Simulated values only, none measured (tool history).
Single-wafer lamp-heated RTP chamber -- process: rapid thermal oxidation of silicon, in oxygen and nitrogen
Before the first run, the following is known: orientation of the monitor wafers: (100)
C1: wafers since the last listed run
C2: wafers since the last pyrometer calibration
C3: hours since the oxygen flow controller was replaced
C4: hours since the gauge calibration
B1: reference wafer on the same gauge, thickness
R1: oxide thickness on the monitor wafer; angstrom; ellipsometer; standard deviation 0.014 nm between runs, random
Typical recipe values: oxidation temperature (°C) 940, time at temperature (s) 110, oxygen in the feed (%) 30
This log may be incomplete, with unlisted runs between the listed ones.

{"run": 1, "hour": 0.0, "oxidation temperature (°C)": 940, "time at temperature (s)": 110, "oxygen in the feed (%)": 30, "C1": 0, "C2": 534, "C3": 2631.4, "C4": 2039.9, "B1": 3.173, "R1": 36.67}
{"run": 2, "hour": 72.1, "oxidation temperature (°C)": 940, "time at temperature (s)": 110, "oxygen in the feed (%)": 30, "C1": 533, "C2": 1067, "C3": 2703.5, "C4": 2112.0, "B1": 3.169, "R1": 36.84}
{"run": 3, "hour": 179.4, "oxidation temperature (°C)": 940, "time at temperature (s)": 110, "oxygen in the feed (%)": 30, "C1": 793, "C2": 1860, "C3": 2810.8, "C4": 2219.3, "B1": 3.173, "R1": 36.67}
{"run": 4, "hour": 218.2, "oxidation temperature (°C)": 940, "time at temperature (s)": 72, "oxygen in the feed (%)": 17, "C1": 286, "C2": 2147, "C3": 2849.6, "C4": 2258.1, "B1": 3.169, "R1": 29.24}
{"run": 5, "hour": 279.9, "oxidation temperature (°C)": 940, "time at temperature (s)": 72, "oxygen in the feed (%)": 17, "C1": 456, "C2": 2604, "C3": 2911.3, "C4": 2319.8, "B1": 3.168, "R1": 29.1}
{"run": 6, "hour": 345.9, "oxidation temperature (°C)": 940, "time at temperature (s)": 72, "oxygen in the feed (%)": 17, "C1": 488, "C2": 3092, "C3": 2977.3, "C4": 2385.8, "B1": 3.172, "R1": 29.09}
{"run": 7, "hour": 397.1, "oxidation temperature (°C)": 940, "time at temperature (s)": 110, "oxygen in the feed (%)": 30, "C1": 378, "C2": 3470, "C3": 3028.5, "C4": 2437.0, "B1": 3.173, "R1": 36.52}
{"hour": 437.6, "done": "pyrometer window cleaned and pyrometer calibrated"}
{"run": 8, "hour": 442.6, "oxidation temperature (°C)": 940, "time at temperature (s)": 110, "oxygen in the feed (%)": 30, "C1": 277, "C2": 36, "C3": 3074.0, "C4": 2482.5, "B1": 3.174, "R1": 36.76}
{"run": 9, "hour": 543.6, "oxidation temperature (°C)": 940, "time at temperature (s)": 110, "oxygen in the feed (%)": 30, "C1": 746, "C2": 783, "C3": 3175.0, "C4": 2583.5, "B1": 3.173, "R1": 36.48}
{"run": 10, "hour": 606.5, "oxidation temperature (°C)": 940, "time at temperature (s)": 110, "oxygen in the feed (%)": 30, "C1": 465, "C2": 1248, "C3": 3237.9, "C4": 2646.4, "B1": 3.172, "R1": 36.47}
{"run": 11, "hour": 649.8, "oxidation temperature (°C)": 940, "time at temperature (s)": 110, "oxygen in the feed (%)": 30, "C1": 320, "C2": 1569, "C3": 3281.2, "C4": 2689.7, "B1": 3.167, "R1": 36.65}
{"run": 12, "hour": 735.5, "oxidation temperature (°C)": 940, "time at temperature (s)": 125, "oxygen in the feed (%)": 30, "C1": 633, "C2": 2202, "C3": 3366.9, "C4": 2775.4, "B1": 3.171, "R1": 38.18}
{"run": 13, "hour": 778.7, "oxidation temperature (°C)": 940, "time at temperature (s)": 110, "oxygen in the feed (%)": 30, "C1": 319, "C2": 2522, "C3": 3410.1, "C4": 2818.6, "B1": 3.17, "R1": 36.83}
{"run": 14, "hour": 852.8, "oxidation temperature (°C)": 940, "time at temperature (s)": 110, "oxygen in the feed (%)": 30, "C1": 547, "C2": 3070, "C3": 3484.2, "C4": 2892.7, "B1": 3.173, "R1": 36.5}
{"run": 15, "hour": 900.0, "oxidation temperature (°C)": 940, "time at temperature (s)": 110, "oxygen in the feed (%)": 30, "C1": 349, "C2": 3419, "C3": 3531.4, "C4": 2939.9, "B1": 3.171, "R1": 36.58}
{"hour": 908.8, "done": "pyrometer window cleaned and pyrometer calibrated"}
{"run": 16, "hour": 1111.7, "oxidation temperature (°C)": 940, "time at temperature (s)": 110, "oxygen in the feed (%)": 30, "C1": 1506, "C2": 1500, "C3": 3743.1, "C4": 3151.6, "B1": 3.173, "R1": 36.9}
{"hour": 1140.9, "done": "gauge calibrated"}
{"run": 17, "hour": 1176.6, "oxidation temperature (°C)": 940, "time at temperature (s)": 110, "oxygen in the feed (%)": 30, "C1": 479, "C2": 1980, "C3": 3808.0, "C4": 35.7, "B1": 3.174, "R1": 36.63}
{"run": 18, "hour": 1339.0, "oxidation temperature (°C)": 916, "time at temperature (s)": 91, "oxygen in the feed (%)": 17, "C1": 1200, "C2": 3181, "C3": 3970.4, "C4": 198.1, "B1": 3.172, "R1": 28.37}
{"run": 19, "hour": 1405.9, "oxidation temperature (°C)": 940, "time at temperature (s)": 110, "oxygen in the feed (%)": 30, "C1": 494, "C2": 3676, "C3": 4037.3, "C4": 265.0, "B1": 3.165, "R1": 36.68}
{"run": 20, "hour": 1464.9, "oxidation temperature (°C)": 940, "time at temperature (s)": 110, "oxygen in the feed (%)": 17, "C1": 436, "C2": 4112, "C3": 4096.3, "C4": 324.0, "B1": 3.166, "R1": 32.33}
{"hour": 1481.5, "done": "pyrometer window cleaned and pyrometer calibrated"}
{"run": 21, "hour": 1532.7, "oxidation temperature (°C)": 952, "time at temperature (s)": 132, "oxygen in the feed (%)": 30, "C1": 442, "C2": 378, "C3": 4164.1, "C4": 391.8, "B1": 3.17, "R1": 42.03}
{"hour": 1591.6, "done": "oxygen flow controller replaced"}
{"run": 22, "hour": 1610.6, "oxidation temperature (°C)": 940, "time at temperature (s)": 110, "oxygen in the feed (%)": 30, "C1": 516, "C2": 895, "C3": 19.0, "C4": 469.7, "B1": 3.169, "R1": 36.37}
{"run": 23, "hour": 1700.6, "oxidation temperature (°C)": 940, "time at temperature (s)": 110, "oxygen in the feed (%)": 51, "C1": 665, "C2": 1560, "C3": 109.0, "C4": 559.7, "B1": 3.171, "R1": 41.99}
{"run": 24, "hour": 1781.2, "oxidation temperature (°C)": 951, "time at temperature (s)": 156, "oxygen in the feed (%)": 54, "C1": 596, "C2": 2156, "C3": 189.6, "C4": 640.3, "B1": 3.169, "R1": 53.42}
{"run": 25, "hour": 1875.9, "oxidation temperature (°C)": 965, "time at temperature (s)": 144, "oxygen in the feed (%)": 20, "C1": 700, "C2": 2857, "C3": 284.3, "C4": 735.0, "B1": 3.167, "R1": 42.21}
{"run": 26, "hour": 1934.4, "oxidation temperature (°C)": 940, "time at temperature (s)": 110, "oxygen in the feed (%)": 30, "C1": 432, "C2": 3289, "C3": 342.8, "C4": 793.5, "B1": 3.168, "R1": 36.54}
{"run": 27, "hour": 2032.4, "oxidation temperature (°C)": 940, "time at temperature (s)": 110, "oxygen in the feed (%)": 30, "C1": 724, "C2": 4014, "C3": 440.8, "C4": 891.5, "B1": 3.168, "R1": 36.57}
{"hour": 2081.6, "done": "pyrometer window cleaned and pyrometer calibrated"}
{"run": 28, "hour": 2117.5, "oxidation temperature (°C)": 940, "time at temperature (s)": 110, "oxygen in the feed (%)": 40, "C1": 570, "C2": 265, "C3": 525.9, "C4": 976.6, "B1": 3.169, "R1": 39.53}
{"run": 29, "hour": 2274.1, "oxidation temperature (°C)": 923, "time at temperature (s)": 85, "oxygen in the feed (%)": 30, "C1": 1158, "C2": 1423, "C3": 682.5, "C4": 1133.2, "B1": 3.168, "R1": 31.12}
{"run": 30, "hour": 2334.1, "oxidation temperature (°C)": 940, "time at temperature (s)": 110, "oxygen in the feed (%)": 30, "C1": 443, "C2": 1867, "C3": 742.5, "C4": 1193.2, "B1": 3.171, "R1": 36.53}
{"run": 31, "hour": 2374.2, "oxidation temperature (°C)": 940, "time at temperature (s)": 82, "oxygen in the feed (%)": 50, "C1": 296, "C2": 2163, "C3": 782.6, "C4": 1233.3, "B1": 3.169, "R1": 37.72}
{"run": 32, "hour": 2446.5, "oxidation temperature (°C)": 940, "time at temperature (s)": 159, "oxygen in the feed (%)": 59, "C1": 534, "C2": 2698, "C3": 854.9, "C4": 1305.6, "B1": 3.17, "R1": 51.17}
{"run": 33, "hour": 2531.6, "oxidation temperature (°C)": 940, "time at temperature (s)": 110, "oxygen in the feed (%)": 30, "C1": 629, "C2": 3327, "C3": 940.0, "C4": 1390.7, "B1": 3.17, "R1": 36.48}
{"hour": 2563.5, "done": "pyrometer window cleaned and pyrometer calibrated"}
{"run": 34, "hour": 2573.1, "oxidation temperature (°C)": 931, "time at temperature (s)": 110, "oxygen in the feed (%)": 18, "C1": 247, "C2": 70, "C3": 981.5, "C4": 1432.2, "B1": 3.172, "R1": 31.47}
{"run": 35, "hour": 2644.7, "oxidation temperature (°C)": 914, "time at temperature (s)": 69, "oxygen in the feed (%)": 21, "C1": 529, "C2": 600, "C3": 1053.1, "C4": 1503.8, "B1": 3.177, "R1": 27.23}

4 ways to go on from here, each from the tool as it stands after run 35. What would each give?
{"run": "A", "hour": 2645.1, "oxidation temperature (°C)": 940, "time at temperature (s)": 149, "oxygen in the feed (%)": 30, "C1": 2, "C2": 603, "C3": 1053.5, "C4": 1504.2, "B1": "?", "R1": "?"}
{"run": "B", "hour": 2645.1, "oxidation temperature (°C)": 940, "time at temperature (s)": 76, "oxygen in the feed (%)": 17, "C1": 2, "C2": 603, "C3": 1053.5, "C4": 1504.2, "B1": "?", "R1": "?"}
{"run": "C", "hour": 2645.1, "oxidation temperature (°C)": 912, "time at temperature (s)": 57, "oxygen in the feed (%)": 30, "C1": 2, "C2": 603, "C3": 1053.5, "C4": 1504.2, "B1": "?", "R1": "?"}
{"run": "D", "hour": 2645.1, "oxidation temperature (°C)": 930, "time at temperature (s)": 79, "oxygen in the feed (%)": 17, "C1": 2, "C2": 603, "C3": 1053.5, "C4": 1504.2, "B1": "?", "R1": "?"}

run=A B1=3.172 R1=40.98
run=B B1=3.172 R1=29.66
run=C B1=3.172 R1=27.37
run=D B1=3.172 R1=28.93
With the hidden condition removed and each run's random variation left untouched, the same runs would have given:
run=A R1=40.98
run=B R1=29.66
run=C R1=27.37
run=D R1=28.93

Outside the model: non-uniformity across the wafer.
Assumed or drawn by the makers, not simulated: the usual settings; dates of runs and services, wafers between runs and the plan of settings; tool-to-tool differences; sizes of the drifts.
